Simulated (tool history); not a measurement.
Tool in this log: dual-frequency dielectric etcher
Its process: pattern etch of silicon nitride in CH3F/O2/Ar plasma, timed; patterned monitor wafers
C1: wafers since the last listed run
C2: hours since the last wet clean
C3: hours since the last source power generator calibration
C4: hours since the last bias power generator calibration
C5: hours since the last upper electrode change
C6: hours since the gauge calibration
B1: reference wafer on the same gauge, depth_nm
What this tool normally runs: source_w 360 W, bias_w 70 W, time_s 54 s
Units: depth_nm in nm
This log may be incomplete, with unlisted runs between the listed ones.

run 1 hour=0 | source_w=310 bias_w=78 time_s=54 | C1=0 C2=160.4 C3=2431.5 C4=1933.1 C5=4501.7 C6=2079.8 | B1=30.99 | depth_nm=33.06
run 2 hour=61.2 | source_w=360 bias_w=70 time_s=54 | C1=860 C2=221.6 C3=2492.7 C4=1994.3 C5=4562.9 C6=2141 | B1=31 | depth_nm=33.39
run 3 hour=157.6 | source_w=360 bias_w=70 time_s=54 | C1=1354 C2=318 C3=2589.1 C4=2090.7 C5=4659.3 C6=2237.4 | B1=31.01 | depth_nm=33.3
run 4 hour=262.2 | source_w=330 bias_w=70 time_s=54 | C1=1470 C2=422.6 C3=2693.7 C4=2195.3 C5=4763.9 C6=2342 | B1=30.99 | depth_nm=32.43
run 5 hour=351.6 | source_w=320 bias_w=70 time_s=54 | C1=1256 C2=512 C3=2783.1 C4=2284.7 C5=4853.3 C6=2431.4 | B1=30.99 | depth_nm=32.01
-- hour=421.8 bias power generator calibrated
run 6 hour=428.1 | source_w=420 bias_w=70 time_s=54 | C1=1018 C2=588.5 C3=2859.6 C4=6.3 C5=4929.8 C6=2507.9 | B1=30.99 | depth_nm=34.89
-- hour=458.3 gauge calibrated
run 7 hour=493.8 | source_w=420 bias_w=70 time_s=54 | C1=923 C2=654.2 C3=2925.3 C4=72 C5=4995.5 C6=35.5 | B1=31 | depth_nm=34.79
-- hour=548.4 wet clean of the chamber
run 8 hour=596 | source_w=360 bias_w=56 time_s=62 | C1=1099 C2=47.6 C3=3027.5 C4=174.2 C5=5097.7 C6=137.7 | B1=31.01 | depth_nm=35.07
run 9 hour=701.3 | source_w=360 bias_w=56 time_s=62 | C1=1479 C2=152.9 C3=3132.8 C4=279.5 C5=5203 C6=243 | B1=31 | depth_nm=35.1
run 10 hour=802.8 | source_w=360 bias_w=70 time_s=54 | C1=1426 C2=254.4 C3=3234.3 C4=381 C5=5304.5 C6=344.5 | B1=31 | depth_nm=33.05
-- hour=877 upper electrode replaced
run 11 hour=905.5 | source_w=430 bias_w=70 time_s=54 | C1=1106 C2=357.1 C3=3337 C4=483.7 C5=28.5 C6=447.2 | B1=31 | depth_nm=35.06
run 12 hour=984.7 | source_w=360 bias_w=52 time_s=54 | C1=1113 C2=436.3 C3=3416.2 C4=562.9 C5=107.7 C6=526.4 | B1=31 | depth_nm=29.57
run 13 hour=1055.2 | source_w=410 bias_w=83 time_s=69 | C1=990 C2=506.8 C3=3486.7 C4=633.4 C5=178.2 C6=596.9 | B1=31.02 | depth_nm=46.76
run 14 hour=1104.7 | source_w=390 bias_w=86 time_s=39 | C1=695 C2=556.3 C3=3536.2 C4=682.9 C5=227.7 C6=646.4 | B1=31 | depth_nm=26.41
-- hour=1136.3 source power generator calibrated
run 15 hour=1208.1 | source_w=360 bias_w=54 time_s=54 | C1=1396 C2=659.7 C3=71.8 C4=786.3 C5=331.1 C6=749.8 | B1=30.99 | depth_nm=30.8
-- hour=1265.2 wet clean of the chamber
run 16 hour=1439.2 | source_w=360 bias_w=70 time_s=54 | C1=2910 C2=174 C3=302.9 C4=1017.4 C5=562.2 C6=980.9 | B1=30.99 | depth_nm=33.66
run 17 hour=1480.9 | source_w=360 bias_w=70 time_s=62.5 | C1=586 C2=215.7 C3=344.6 C4=1059.1 C5=603.9 C6=1022.6 | B1=31 | depth_nm=39
run 18 hour=1553.9 | source_w=340 bias_w=64 time_s=41 | C1=1025 C2=288.7 C3=417.6 C4=1132.1 C5=676.9 C6=1095.6 | B1=31 | depth_nm=24.33
run 19 hour=1608.7 | source_w=360 bias_w=60 time_s=54 | C1=770 C2=343.5 C3=472.4 C4=1186.9 C5=731.7 C6=1150.4 | B1=31.01 | depth_nm=31.87
run 20 hour=1646.2 | source_w=360 bias_w=70 time_s=54 | C1=527 C2=381 C3=509.9 C4=1224.4 C5=769.2 C6=1187.9 | B1=30.99 | depth_nm=33.63
run 21 hour=1722.1 | source_w=360 bias_w=70 time_s=54 | C1=1066 C2=456.9 C3=585.8 C4=1300.3 C5=845.1 C6=1263.8 | B1=31 | depth_nm=33.6
run 22 hour=1825.1 | source_w=360 bias_w=70 time_s=54 | C1=1447 C2=559.9 C3=688.8 C4=1403.3 C5=948.1 C6=1366.8 | B1=30.98 | depth_nm=33.63
-- hour=1903 wet clean of the chamber
run 23 hour=1931 | source_w=360 bias_w=70 time_s=54 | C1=1151 C2=28 C3=794.7 C4=1509.2 C5=1054 C6=1472.7 | B1=31.02 | depth_nm=33.66
run 24 hour=2024.4 | source_w=430 bias_w=65 time_s=66 | C1=1312 C2=121.4 C3=888.1 C4=1602.6 C5=1147.4 C6=1566.1 | B1=30.99 | depth_nm=42.65
run 25 hour=2113.2 | source_w=390 bias_w=56 time_s=68 | C1=1248 C2=210.2 C3=976.9 C4=1691.4 C5=1236.2 C6=1654.9 | B1=31.03 | depth_nm=39.95
run 26 hour=2172 | source_w=360 bias_w=70 time_s=54 | C1=826 C2=269 C3=1035.7 C4=1750.2 C5=1295 C6=1713.7 | B1=31 | depth_nm=33.48
run 27 hour=2274.8 | source_w=420 bias_w=70 time_s=62.5 | C1=1444 C2=371.8 C3=1138.5 C4=1853 C5=1397.8 C6=1816.5 | B1=31.01 | depth_nm=40.76
run 28 hour=2378.5 | source_w=360 bias_w=70 time_s=39 | C1=1457 C2=475.5 C3=1242.2 C4=1956.7 C5=1501.5 C6=1920.2 | B1=31.01 | depth_nm=24.24
run 29 hour=2435.5 | source_w=450 bias_w=64 time_s=44.5 | C1=801 C2=532.5 C3=1299.2 C4=2013.7 C5=1558.5 C6=1977.2 | B1=31.01 | depth_nm=28.76

5 options for the next run, each taken on its own from the tool as it stands now. Forecast them:
run A hour=2435.9 | source_w=360 bias_w=80 time_s=54 | C1=5 C2=532.9 C3=1299.6 C4=2014.1 C5=1558.9 C6=1977.6 | B1=? | depth_nm=?
run B hour=2435.9 | source_w=400 bias_w=78 time_s=63.5 | C1=5 C2=532.9 C3=1299.6 C4=2014.1 C5=1558.9 C6=1977.6 | B1=? | depth_nm=?
run C hour=2435.9 | source_w=360 bias_w=76 time_s=54 | C1=5 C2=532.9 C3=1299.6 C4=2014.1 C5=1558.9 C6=1977.6 | B1=? | depth_nm=?
run D hour=2435.9 | source_w=440 bias_w=60 time_s=40.5 | C1=5 C2=532.9 C3=1299.6 C4=2014.1 C5=1558.9 C6=1977.6 | B1=? | depth_nm=?
run E hour=2435.9 | source_w=280 bias_w=58 time_s=47 | C1=5 C2=532.9 C3=1299.6 C4=2014.1 C5=1558.9 C6=1977.6 | B1=? | depth_nm=?

run=A B1=31.02 depth_nm=35.45
run=B B1=31.02 depth_nm=42.7
run=C B1=31.02 depth_nm=34.78
run=D B1=31.02 depth_nm=25.54
run=E B1=31.02 depth_nm=25.34
With the hidden condition removed and each run's random variation left untouched, the same runs would have given:
run=A depth_nm=35.45
run=B depth_nm=42.7
run=C depth_nm=34.77
run=D depth_nm=25.54
run=E depth_nm=25.34

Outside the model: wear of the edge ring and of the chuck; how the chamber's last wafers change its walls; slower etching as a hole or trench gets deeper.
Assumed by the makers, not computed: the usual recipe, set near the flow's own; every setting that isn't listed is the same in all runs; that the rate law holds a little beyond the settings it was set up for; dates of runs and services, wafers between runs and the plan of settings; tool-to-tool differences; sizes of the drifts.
